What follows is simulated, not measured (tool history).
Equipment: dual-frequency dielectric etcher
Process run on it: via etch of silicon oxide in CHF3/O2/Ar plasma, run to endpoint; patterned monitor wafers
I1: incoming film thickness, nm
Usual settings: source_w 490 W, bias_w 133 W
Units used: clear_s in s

{"run": 1, "hour": 0.0, "source_w": 490, "bias_w": 133, "I1": 623.9, "clear_s": 375.4}
{"run": 2, "hour": 9.4, "source_w": 490, "bias_w": 133, "I1": 626.8, "clear_s": 373.3}
{"run": 3, "hour": 18.4, "source_w": 490, "bias_w": 133, "I1": 615.8, "clear_s": 367.8}
{"run": 4, "hour": 29.5, "source_w": 490, "bias_w": 133, "I1": 624.5, "clear_s": 370.9}
{"run": 5, "hour": 45.1, "source_w": 490, "bias_w": 133, "I1": 623.1, "clear_s": 371.1}
{"run": 6, "hour": 56.8, "source_w": 490, "bias_w": 133, "I1": 624.9, "clear_s": 373.3}
{"run": 7, "hour": 72.6, "source_w": 490, "bias_w": 133, "I1": 619.6, "clear_s": 367.7}
{"hour": 105.3, "done": "upper electrode replaced"}
{"run": 8, "hour": 105.8, "source_w": 490, "bias_w": 133, "I1": 615.7, "clear_s": 365.9}
{"run": 9, "hour": 130.7, "source_w": 490, "bias_w": 133, "I1": 619.3, "clear_s": 365.7}
{"hour": 135.9, "done": "bias power generator calibrated"}
{"run": 10, "hour": 148.2, "source_w": 490, "bias_w": 133, "I1": 611.3, "clear_s": 360.1}
{"hour": 166.6, "done": "source power generator calibrated"}
{"hour": 181.2, "done": "wet clean of the chamber"}
{"run": 11, "hour": 181.7, "source_w": 490, "bias_w": 133, "I1": 626.3, "clear_s": 388.7}
{"run": 12, "hour": 182.1, "source_w": 490, "bias_w": 133, "I1": 620.4, "clear_s": 384.9}
{"run": 13, "hour": 194.0, "source_w": 540, "bias_w": 149, "I1": 620.2, "clear_s": 352.5}
{"run": 14, "hour": 201.0, "source_w": 560, "bias_w": 155, "I1": 626.4, "clear_s": 342.2}
{"run": 15, "hour": 216.2, "source_w": 560, "bias_w": 155, "I1": 627.7, "clear_s": 344.7}
{"run": 16, "hour": 240.4, "source_w": 580, "bias_w": 106, "I1": 623.9, "clear_s": 401.5}
{"run": 17, "hour": 249.5, "source_w": 610, "bias_w": 147, "I1": 621.2, "clear_s": 336.8}
{"run": 18, "hour": 260.3, "source_w": 580, "bias_w": 133, "I1": 620.0, "clear_s": 359.5}
{"run": 19, "hour": 266.8, "source_w": 490, "bias_w": 133, "I1": 620.4, "clear_s": 379.5}
{"run": 20, "hour": 275.7, "source_w": 560, "bias_w": 163, "I1": 623.1, "clear_s": 331.4}
{"run": 21, "hour": 284.8, "source_w": 590, "bias_w": 121, "I1": 623.5, "clear_s": 374.9}
{"run": 22, "hour": 290.9, "source_w": 410, "bias_w": 118, "I1": 620.7, "clear_s": 428.7}
{"run": 23, "hour": 301.7, "source_w": 430, "bias_w": 148, "I1": 619.6, "clear_s": 377.6}

What if the next run were any one of these 3? Each begins from the tool's condition after run 23:
{"run": "A", "hour": 302.2, "source_w": 490, "bias_w": 133, "I1": 624.9, "clear_s": "?"}
{"run": "B", "hour": 302.2, "source_w": 550, "bias_w": 111, "I1": 624.9, "clear_s": "?"}
{"run": "C", "hour": 302.2, "source_w": 580, "bias_w": 103, "I1": 624.9, "clear_s": "?"}

run=A clear_s=381.4
run=B clear_s=397.7
run=C clear_s=403.9
What these runs would have given with no unlogged condition in the tool:
run=A clear_s=384.1
run=B clear_s=400.6
run=C clear_s=406.8
